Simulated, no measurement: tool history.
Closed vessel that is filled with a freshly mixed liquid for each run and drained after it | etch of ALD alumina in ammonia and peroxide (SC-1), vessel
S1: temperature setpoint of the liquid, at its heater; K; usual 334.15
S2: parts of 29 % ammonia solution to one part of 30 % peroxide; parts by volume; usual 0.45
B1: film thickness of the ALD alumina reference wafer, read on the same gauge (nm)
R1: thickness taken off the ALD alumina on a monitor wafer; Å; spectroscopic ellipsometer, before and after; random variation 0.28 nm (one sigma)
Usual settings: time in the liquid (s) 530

Run 1, day 0.000: usual settings; B1 99.97. Result: R1 393.9 Å.
Run 2, day 4.021: usual settings but S2 0.55 parts by volume; B1 100.02. Result: R1 412.7 Å.
At day 4.108: thermometer replaced.
Run 3, day 5.546: usual settings but S1 326.65 K; B1 99.98. Result: R1 244.8 Å.
Run 4, day 9.650: usual settings but S1 326.65 K; B1 99.99. Result: R1 250.3 Å.
At day 10.717: new drum of ammonia solution connected.
Run 5, day 12.929: usual settings but S1 326.65 K; B1 99.99. Result: R1 253.1 Å.
Run 6, day 15.392: usual settings; B1 99.99. Result: R1 376.5 Å.
Run 7, day 18.238: usual settings; B1 100.00. Result: R1 386.3 Å.
Run 8, day 19.929: usual settings; B1 100.04. Result: R1 385.7 Å.
At day 25.500: thermometer replaced.
Run 9, day 29.008: usual settings but S1 340.15 K; B1 99.99. Result: R1 492.6 Å.
At day 30.808: gauge calibrated.
Run 10, day 32.262: usual settings but S1 336.65 K; B1 100.00. Result: R1 426.1 Å.
Run 11, day 34.896: usual settings but S1 336.65 K; B1 100.00. Result: R1 427.3 Å.
Run 12, day 39.142: usual settings but S1 336.65 K; B1 100.00. Result: R1 436.9 Å.
Run 13, day 43.129: usual settings; B1 100.02. Result: R1 393.8 Å.
At day 45.288: thermometer replaced.
Run 14, day 45.308: usual settings; B1 100.00. Result: R1 354.8 Å.
Run 15, day 46.954: usual settings; B1 99.99. Result: R1 362.9 Å.
At day 48.604: new drum of ammonia solution connected.
Run 16, day 49.300: usual settings; B1 100.02. Result: R1 360.7 Å.
Run 17, day 62.221: usual settings; B1 100.00. Result: R1 390.2 Å.
At day 64.350: ammonia flow meter replaced.
Run 18, day 64.879: usual settings but S1 340.15 K, time in the liquid (s) 375; B1 99.98. Result: R1 368.7 Å.
Run 19, day 67.067: usual settings but time in the liquid (s) 270; B1 99.99. Result: R1 202.4 Å.
Run 20, day 68.875: usual settings but time in the liquid (s) 670; B1 99.97. Result: R1 513.9 Å.
At day 70.142: thermometer replaced.
Run 21, day 72.171: usual settings but S1 324.65 K, S2 0.60 parts by volume, time in the liquid (s) 755; B1 99.98. Result: R1 324.0 Å.
Run 22, day 74.912: usual settings but S1 336.65 K; B1 100.00. Result: R1 416.5 Å.
Run 23, day 77.033: usual settings but S1 330.65 K, time in the liquid (s) 640; B1 100.05. Result: R1 371.4 Å.
Run 24, day 80.617: usual settings but S2 0.65 parts by volume, time in the liquid (s) 680; B1 99.99. Result: R1 499.1 Å.
Run 25, day 84.029: usual settings but S1 330.65 K, time in the liquid (s) 640; B1 99.99. Result: R1 392.0 Å.
At day 85.138: new drum of ammonia solution connected.
Run 26, day 85.967: usual settings but S2 0.35 parts by volume, time in the liquid (s) 785; B1 99.97. Result: R1 556.5 Å.
Run 27, day 90.133: usual settings but S1 328.15 K, time in the liquid (s) 820; B1 99.97. Result: R1 449.8 Å.

The next listed run, before its measurement:
Run 28, day 94.500: usual settings but S1 341.15 K, S2 0.60 parts by volume, time in the liquid (s) 225; B1 ?. Result: R1 ?.

B1: 100.02
R1: 248.1 Å
Without the tool's hidden state the same run would have given R1 220.3 Å.
